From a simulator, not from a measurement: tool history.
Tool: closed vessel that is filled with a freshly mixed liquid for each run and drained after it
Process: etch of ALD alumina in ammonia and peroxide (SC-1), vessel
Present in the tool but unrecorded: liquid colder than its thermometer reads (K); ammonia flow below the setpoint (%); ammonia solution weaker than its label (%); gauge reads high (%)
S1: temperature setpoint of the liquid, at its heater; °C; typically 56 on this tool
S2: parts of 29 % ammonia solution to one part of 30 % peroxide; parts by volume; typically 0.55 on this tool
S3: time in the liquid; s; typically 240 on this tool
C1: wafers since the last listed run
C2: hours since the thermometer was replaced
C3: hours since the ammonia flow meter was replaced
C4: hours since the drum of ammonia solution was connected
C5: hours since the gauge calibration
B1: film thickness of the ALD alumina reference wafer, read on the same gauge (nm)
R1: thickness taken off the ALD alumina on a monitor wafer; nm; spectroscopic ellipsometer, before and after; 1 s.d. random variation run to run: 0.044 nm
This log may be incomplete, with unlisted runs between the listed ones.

run 1 hour=0 | S1=56 S2=0.55 S3=240 | C1=0 C2=1694.8 C3=2075.2 C4=263.3 C5=338.9 | B1=130 | R1=17.3
run 2 hour=15.3 | S1=56 S2=0.55 S3=240 | C1=1610 C2=1710.1 C3=2090.5 C4=278.6 C5=354.2 | B1=130.01 | R1=17.29
run 3 hour=37.5 | S1=56 S2=0.55 S3=240 | C1=2336 C2=1732.3 C3=2112.7 C4=300.8 C5=376.4 | B1=130.02 | R1=17.21
run 4 hour=71.4 | S1=52.5 S2=0.55 S3=240 | C1=3568 C2=1766.2 C3=2146.6 C4=334.7 C5=410.3 | B1=130.01 | R1=14.32
-- hour=107.5 new drum of ammonia solution connected
run 5 hour=149.2 | S1=56 S2=0.4 S3=345 | C1=8083 C2=1844 C3=2224.4 C4=41.7 C5=488.1 | B1=130.01 | R1=24.15
run 6 hour=167.9 | S1=56 S2=0.4 S3=345 | C1=1968 C2=1862.7 C3=2243.1 C4=60.4 C5=506.8 | B1=130.01 | R1=24.22
run 7 hour=190.3 | S1=56 S2=0.4 S3=345 | C1=2357 C2=1885.1 C3=2265.5 C4=82.8 C5=529.2 | B1=130.05 | R1=24.24
run 8 hour=226.1 | S1=56 S2=0.7 S3=320 | C1=3768 C2=1920.9 C3=2301.3 C4=118.6 C5=565 | B1=130 | R1=23.71
-- hour=231.4 ammonia flow meter replaced
run 9 hour=240 | S1=56 S2=0.7 S3=320 | C1=1357 C2=1934.8 C3=8.6 C4=132.5 C5=578.9 | B1=130 | R1=23.52
run 10 hour=256.6 | S1=60 S2=0.55 S3=240 | C1=1747 C2=1951.4 C3=25.2 C4=149.1 C5=595.5 | B1=129.98 | R1=21.4
run 11 hour=276.3 | S1=52.5 S2=0.4 S3=290 | C1=2073 C2=1971.1 C3=44.9 C4=168.8 C5=615.2 | B1=130 | R1=16.82
-- hour=283.9 gauge calibrated
run 12 hour=305.6 | S1=56 S2=0.35 S3=240 | C1=3083 C2=2000.4 C3=74.2 C4=198.1 C5=21.7 | B1=130 | R1=16.57
run 13 hour=334.6 | S1=56 S2=0.75 S3=320 | C1=3052 C2=2029.4 C3=103.2 C4=227.1 C5=50.7 | B1=129.98 | R1=23.66
run 14 hour=354.2 | S1=56 S2=0.3 S3=340 | C1=2062 C2=2049 C3=122.8 C4=246.7 C5=70.3 | B1=129.99 | R1=23.09
run 15 hour=383.9 | S1=60 S2=0.65 S3=355 | C1=3126 C2=2078.7 C3=152.5 C4=276.4 C5=100 | B1=130.03 | R1=31.78
run 16 hour=398.6 | S1=51 S2=0.35 S3=165 | C1=1547 C2=2093.4 C3=167.2 C4=291.1 C5=114.7 | B1=130.02 | R1=8.63

The next listed run, before its measurement:
run 17 hour=410.8 | S1=56 S2=0.55 S3=240 | C1=1284 C2=2105.6 C3=179.4 C4=303.3 C5=126.9 | B1=? | R1=?

For run 17 the tool returned B1 129.99, R1 17.15 nm.
If the tool had no hidden condition, the same run with the same run-to-run variation would have returned R1 18.14 nm.

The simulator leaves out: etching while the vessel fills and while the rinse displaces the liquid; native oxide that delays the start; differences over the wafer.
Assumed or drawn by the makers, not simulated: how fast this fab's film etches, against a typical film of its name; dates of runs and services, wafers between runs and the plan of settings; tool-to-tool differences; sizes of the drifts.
